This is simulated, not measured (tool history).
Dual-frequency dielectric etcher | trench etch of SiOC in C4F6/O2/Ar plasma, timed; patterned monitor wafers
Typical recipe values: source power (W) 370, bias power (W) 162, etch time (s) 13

run     day  source power (W)  bias power (W)  etch time (s)  wafers since the last listed run  hours since the last wet clean  hours since the last source power generator calibration  hours since the last bias power generator calibration  hours since the last upper electrode change  hours since the gauge calibration  read-back reference wafer on the same gauge, depth_nm  mean etch depth across the wafer (angstrom)
  1       0               370             162             13                                 0                            77.5                                                   4042.9                                                  880.7                                       2342.8                              338.4                                                  24.19                                        253.4
  2   2.592               370             162             13                              1451                           139.7                                                   4105.1                                                  942.9                                         2405                              400.6                                                   24.2                                        251.6
  3   3.629               370             162             13                               581                           164.6                                                     4130                                                  967.8                                       2429.9                              425.5                                                  24.19                                          255
  4   4.812               370             162             13                               662                             193                                                   4158.4                                                  996.2                                       2458.3                              453.9                                                  24.17                                        253.7
      9.512  -- wet clean of the chamber
  5  12.438               370             162             13                              3711                            70.2                                                   4341.4                                                 1179.2                                       2641.3                              636.9                                                  24.21                                        267.2
     14.904  -- gauge calibrated
  6  15.358               370             162             15                              1636                           140.3                                                   4411.5                                                 1249.3                                       2711.4                               10.9                                                  24.18                                        308.3
  7  17.229               370             162             13                              1048                           185.2                                                   4456.4                                                 1294.2                                       2756.3                               55.8                                                  24.18                                        269.1
     18.812  -- source power generator calibrated
     19.175  -- wet clean of the chamber, repeated, since the last time left the tool worse
  8  19.196               370             162             13                               804                             0.5                                                      9.2                                                 1341.4                                       2803.5                                103                                                   24.2                                        249.2
  9  21.596               370             162             13                              1344                            58.1                                                     66.8                                                   1399                                       2861.1                              160.6                                                  24.19                                        250.2
 10  26.125               370             162             13                              2537                           166.8                                                    175.5                                                 1507.7                                       2969.8                              269.3                                                   24.2                                          254
 11    28.3               370             162             13                              1218                             219                                                    227.7                                                 1559.9                                         3022                              321.5                                                  24.22                                        255.9
 12  30.133               330             162             13                              1027                             263                                                    271.7                                                 1603.9                                         3066                              365.5                                                  24.22                                        246.2
     33.025  -- upper electrode replaced
     34.679  -- wet clean of the chamber
 13  34.971               370             146             13                              1589                               7                                                    387.8                                                   1720                                         46.7                              481.6                                                  24.21                                        241.5
 14  36.192               370             162           15.5                               683                            36.3                                                    417.1                                                 1749.3                                           76                              510.9                                                  24.22                                        301.5
 15  38.588               390             193             16                              1342                            93.8                                                    474.6                                                 1806.8                                        133.5                              568.4                                                   24.2                                        333.4
 16  40.317               290             128           15.5                               968                           135.3                                                    516.1                                                 1848.3                                          175                              609.9                                                  24.23                                        262.1
 17  42.667               370             162             13                              1316                           191.7                                                    572.5                                                 1904.7                                        231.4                              666.3                                                  24.21                                        254.6
 18  45.583               430             128             13                              1633                           261.7                                                    642.5                                                 1974.7                                        301.4                              736.3                                                  24.21                                        252.2
     46.279  -- gauge calibrated
     47.425  -- bias power generator calibrated
     48.308  -- wet clean of the chamber
 19  48.367               450             162           15.5                               973                             1.4                                                    709.3                                                   22.6                                        368.2                               50.1                                                   24.2                                        312.8
 20  50.708               440             162             16                              1311                            57.6                                                    765.5                                                   78.8                                        424.4                              106.3                                                  24.18                                        328.2
 21  52.046               370             176             12                               749                            89.7                                                    797.6                                                  110.9                                        456.5                              138.4                                                  24.18                                        236.8
 22  53.471               370             162             13                               798                           123.9                                                    831.8                                                  145.1                                        490.7                              172.6                                                  24.17                                        253.5
 23  56.446               350             143             13                              1666                           195.3                                                    903.2                                                  216.5                                        562.1                                244                                                  24.21                                          242
 24  59.408               370             162             13                              1659                           266.4                                                    974.3                                                  287.6                                        633.2                              315.1                                                  24.18                                        253.7

Forecast each of these 5 alternatives for the next run:
  A  59.425               370             162             13                                 9                           266.8                                                    974.7                                                    288                                        633.6                              315.5                                                      ?                                            ?
  B  59.425               370             194           15.5                                 9                           266.8                                                    974.7                                                    288                                        633.6                              315.5                                                      ?                                            ?
  C  59.425               370             194             14                                 9                           266.8                                                    974.7                                                    288                                        633.6                              315.5                                                      ?                                            ?
  D  59.425               370             191             13                                 9                           266.8                                                    974.7                                                    288                                        633.6                              315.5                                                      ?                                            ?
  E  59.425               310             187             17                                 9                           266.8                                                    974.7                                                    288                                        633.6                              315.5                                                      ?                                            ?

run  read-back reference wafer on the same gauge, depth_nm  mean etch depth across the wafer (angstrom)
  A                                                  24.19                                        254.8
  B                                                  24.19                                        321.7
  C                                                  24.19                                        290.5
  D                                                  24.19                                        268.4
  E                                                  24.19                                        331.4
What these runs would have given with no unlogged condition in the tool:
run  mean etch depth across the wafer (angstrom)
  A                                        250.5
  B                                        316.3
  C                                        285.7
  D                                          264
  E                                        325.9

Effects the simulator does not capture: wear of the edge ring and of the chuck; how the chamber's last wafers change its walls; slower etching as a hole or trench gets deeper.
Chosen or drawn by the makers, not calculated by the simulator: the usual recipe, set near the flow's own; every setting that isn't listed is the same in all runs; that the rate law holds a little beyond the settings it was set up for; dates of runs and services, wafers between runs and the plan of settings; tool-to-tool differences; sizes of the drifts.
